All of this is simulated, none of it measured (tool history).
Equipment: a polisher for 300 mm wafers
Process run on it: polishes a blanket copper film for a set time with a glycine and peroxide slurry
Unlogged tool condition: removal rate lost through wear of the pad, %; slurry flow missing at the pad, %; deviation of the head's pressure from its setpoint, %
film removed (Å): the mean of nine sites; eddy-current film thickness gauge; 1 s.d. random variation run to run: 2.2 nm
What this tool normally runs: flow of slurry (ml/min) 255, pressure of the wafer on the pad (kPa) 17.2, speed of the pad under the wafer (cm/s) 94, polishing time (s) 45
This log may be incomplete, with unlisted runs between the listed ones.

run,hour,flow of slurry (ml/min),pressure of the wafer on the pad (kPa),speed of the pad under the wafer (cm/s),polishing time (s),wafers since the last listed run,wafers polished on this pad,hours since the slurry nozzle was cleaned,hours since the head pressure was calibrated,"incoming thickness of the incoming film, nm",film removed (Å)
1,0.0,190,17.2,94,45,0,412,66.0,826.8,2067.4,2287
2,48.7,255,17.2,94,45,499,912,114.7,875.5,2062.1,2397
3,104.5,225,17.2,94,45,572,1485,170.5,931.3,2071.4,2351
4,148.3,255,17.2,94,45,449,1935,214.3,975.1,2059.2,2368
# hour 168.4: head pressure recalibrated
5,174.4,255,17.2,94,57,247,2182,240.4,6.0,2059.1,2996
6,228.4,255,17.2,94,57,554,2737,294.4,60.0,2076.6,2988
7,287.2,255,17.2,94,57,603,3340,353.2,118.8,2082.9,3015
8,326.6,255,17.2,94,45,404,3745,392.6,158.2,2029.2,2309
# hour 379.4: worn pad replaced by a new one
9,389.5,255,17.2,94,45,604,103,455.5,221.1,2081.3,2325
10,431.6,210,17.2,94,45,432,536,497.6,263.2,2083.3,2270
11,493.4,210,17.2,94,45,634,1170,559.4,325.0,2086.4,2232
12,552.9,255,17.2,112,45,610,1781,618.9,384.5,2078.6,2576
# hour 604.7: slurry nozzle cleaned
13,608.4,255,17.2,112,45,559,2341,3.7,440.0,2077.6,2660
14,666.6,255,17.2,108,33,597,2938,61.9,498.2,2064.7,1937
15,725.3,255,15.9,94,45,602,3541,120.6,556.9,2058.7,2253
16,776.3,255,17.2,94,38,523,4064,171.6,607.9,2045.6,1973
# hour 796.7: worn pad replaced by a new one
17,811.6,255,17.2,94,45,321,152,206.9,643.2,2101.7,2402
18,836.5,255,17.2,94,45,255,408,231.8,668.1,2064.7,2365
19,873.5,255,20.7,94,55,379,788,268.8,705.1,2056.6,3318
20,908.7,255,17.2,94,45,361,1149,304.0,740.3,2042.7,2413
21,971.5,255,17.2,94,45,644,1794,366.8,803.1,2034.9,2397
22,999.8,165,13.8,94,33,290,2084,395.1,831.4,2045.6,1405
# hour 1013.6: head pressure recalibrated
23,1041.7,210,13.8,72,45,409,2494,437.0,28.1,2072.6,1709
24,1093.6,255,21.4,66,45,532,3027,488.9,80.0,2066.5,2232
25,1132.8,330,17.2,80,45,402,3429,528.1,119.2,2050.6,2180
26,1198.5,255,17.2,94,55,674,4104,593.8,184.9,2056.9,2863
27,1269.0,175,17.2,72,58,723,4828,664.3,255.4,2031.9,2357
28,1294.4,255,17.2,94,45,260,5088,689.7,280.8,2095.5,2288
# hour 1307.9: worn pad replaced by a new one
# hour 1311.1: slurry nozzle cleaned
29,1320.6,255,17.2,82,45,217,119,9.5,307.0,2042.4,2216
30,1346.9,255,13.1,64,37,270,389,35.8,333.3,2060.0,1375
31,1379.3,255,17.2,94,45,332,722,68.2,365.7,2108.6,2356
32,1414.3,190,14.5,94,45,359,1081,103.2,400.7,2073.6,2046
33,1451.5,210,17.2,94,45,381,1463,140.4,437.9,2062.4,2294
34,1502.3,255,17.2,122,45,521,1985,191.2,488.7,2072.2,2804
35,1555.6,255,21.4,66,45,547,2532,244.5,542.0,2061.9,2303
36,1597.6,255,17.2,94,58,431,2963,286.5,584.0,2050.3,3025
37,1635.9,175,20.7,94,57,393,3356,324.8,622.3,2058.4,3201

Pick out some run-to-run changes in film removed (Å). Of each, how much would a tool without hidden state show as well, from the settings, what came in and chance, and how much is left for the hidden state and any gauge scatter not in both results compared?
Run 12 -> 13: slurry nozzle cleaned. film removed (Å) +84: hidden state +118, all else -34.
Run 18 -> 19: pressure of the wafer on the pad (kPa) 17.2 -> 20.7, polishing time (s) 45 -> 55. film removed (Å) +953: hidden state -10, all else +963.
Run 21 -> 22: flow of slurry (ml/min) 255 -> 165, pressure of the wafer on the pad (kPa) 17.2 -> 13.8, polishing time (s) 45 -> 33. film removed (Å) -992: hidden state -1, all else -991.
Run 26 -> 27: flow of slurry (ml/min) 255 -> 175, speed of the pad under the wafer (cm/s) 94 -> 72, polishing time (s) 55 -> 58. film removed (Å) -506: hidden state -68, all else -438.
Run 28 -> 29: speed of the pad under the wafer (cm/s) 94 -> 82, worn pad replaced by a new one, slurry nozzle cleaned. film removed (Å) -72: hidden state +124, all else -196.
Run 30 -> 31: pressure of the wafer on the pad (kPa) 13.1 -> 17.2, speed of the pad under the wafer (cm/s) 64 -> 94, polishing time (s) 37 -> 45. film removed (Å) +981: hidden state -3, all else +984.
